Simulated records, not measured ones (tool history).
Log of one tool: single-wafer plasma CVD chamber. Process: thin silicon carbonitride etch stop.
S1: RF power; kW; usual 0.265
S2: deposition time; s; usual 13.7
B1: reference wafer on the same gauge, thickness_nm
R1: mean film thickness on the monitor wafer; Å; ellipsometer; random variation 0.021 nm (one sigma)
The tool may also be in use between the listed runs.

Run 1, hour 0.0: usual settings but S2 14.3 s; B1 9.204. Result: R1 81.99 Å.
Run 2, hour 95.4: usual settings but S2 14.3 s; B1 9.212. Result: R1 81.22 Å.
Run 3, hour 168.0: usual settings but S2 14.3 s; B1 9.194. Result: R1 81.21 Å.
Run 4, hour 248.8: usual settings but S1 0.295 kW, S2 14.4 s; B1 9.216. Result: R1 83.88 Å.
At hour 306.8: RF generator calibrated.
Run 5, hour 328.4: usual settings but S1 0.295 kW, S2 14.4 s; B1 9.197. Result: R1 84.54 Å.
Run 6, hour 385.1: usual settings but S1 0.290 kW; B1 9.201. Result: R1 80.51 Å.
Run 7, hour 605.7: usual settings but S1 0.290 kW; B1 9.195. Result: R1 80.52 Å.
Run 8, hour 656.1: usual settings but S1 0.290 kW; B1 9.191. Result: R1 80.13 Å.
At hour 728.9: gauge calibrated.
Run 9, hour 891.7: usual settings but S2 15.5 s; B1 9.201. Result: R1 88.80 Å.
Run 10, hour 1040.4: usual settings; B1 9.204. Result: R1 78.04 Å.
Run 11, hour 1087.5: usual settings; B1 9.194. Result: R1 78.21 Å.
Run 12, hour 1146.2: usual settings but S1 0.300 kW; B1 9.197. Result: R1 80.72 Å.
Run 13, hour 1183.1: usual settings; B1 9.193. Result: R1 77.99 Å.
Run 14, hour 1297.1: usual settings but S1 0.225 kW, S2 11.7 s; B1 9.198. Result: R1 64.31 Å.
Run 15, hour 1335.5: usual settings; B1 9.207. Result: R1 78.60 Å.
Run 16, hour 1443.1: usual settings but S1 0.240 kW, S2 11.2 s; B1 9.192. Result: R1 62.51 Å.
Run 17, hour 1505.6: usual settings; B1 9.200. Result: R1 77.47 Å.
At hour 1539.8: showerhead replaced.
Run 18, hour 1592.7: usual settings but S1 0.235 kW; B1 9.194. Result: R1 75.47 Å.
At hour 1721.2: RF generator calibrated.
Run 19, hour 1887.3: usual settings; B1 9.192. Result: R1 79.11 Å.
Run 20, hour 1931.1: usual settings but S1 0.225 kW, S2 11.2 s; B1 9.197. Result: R1 62.08 Å.
Run 21, hour 2016.3: usual settings but S1 0.305 kW, S2 15.0 s; B1 9.199. Result: R1 89.15 Å.
At hour 2071.6: thermocouple changed; heater temperature recalibrated.
Run 22, hour 2072.1: usual settings but S1 0.310 kW, S2 11.7 s; B1 9.207. Result: R1 69.90 Å.
Run 23, hour 2106.0: usual settings but S1 0.210 kW, S2 16.1 s; B1 9.198. Result: R1 88.19 Å.
Run 24, hour 2201.0: usual settings but S1 0.315 kW, S2 16.0 s; B1 9.197. Result: R1 95.82 Å.
Run 25, hour 2272.2: usual settings; B1 9.211. Result: R1 78.33 Å.
Run 26, hour 2313.8: usual settings but S1 0.250 kW, S2 15.4 s; B1 9.207. Result: R1 87.49 Å.
Run 27, hour 2408.9: usual settings but S1 0.215 kW, S2 14.4 s; B1 9.206. Result: R1 78.77 Å.
Run 28, hour 2449.5: usual settings but S2 11.1 s; B1 9.205. Result: R1 63.31 Å.
Run 29, hour 2519.5: usual settings; B1 9.184. Result: R1 78.29 Å.
Run 30, hour 2560.1: usual settings; B1 9.205. Result: R1 78.04 Å.
Run 31, hour 2655.4: usual settings but S1 0.225 kW, S2 12.7 s; B1 9.203. Result: R1 70.13 Å.
Run 32, hour 2702.1: usual settings but S2 11.5 s; B1 9.195. Result: R1 65.67 Å.
Run 33, hour 2758.5: usual settings but S1 0.315 kW, S2 15.0 s; B1 9.190. Result: R1 88.94 Å.
At hour 2814.2: RF generator calibrated.
Run 34, hour 2826.3: usual settings but S1 0.290 kW, S2 11.7 s; B1 9.205. Result: R1 68.38 Å.

Forecast each of these 5 alternatives for the next run:
Run A, hour 2826.7: usual settings but S1 0.310 kW; B1 ?. Result: R1 ?.
Run B, hour 2826.7: usual settings but S1 0.315 kW, S2 12.2 s; B1 ?. Result: R1 ?.
Run C, hour 2826.7: usual settings but S1 0.240 kW, S2 14.4 s; B1 ?. Result: R1 ?.
Run D, hour 2826.7: usual settings but S1 0.305 kW, S2 14.7 s; B1 ?. Result: R1 ?.
Run E, hour 2826.7: usual settings but S1 0.305 kW, S2 11.2 s; B1 ?. Result: R1 ?.

run     B1     R1
  A  9.203  81.58
  B  9.203  72.92
  C  9.203  80.94
  D  9.203  87.20
  E  9.203  66.44
Without the tool's hidden state the same runs would have given:
run     R1
  A  81.70
  B  73.02
  C  81.06
  D  87.33
  E  66.54
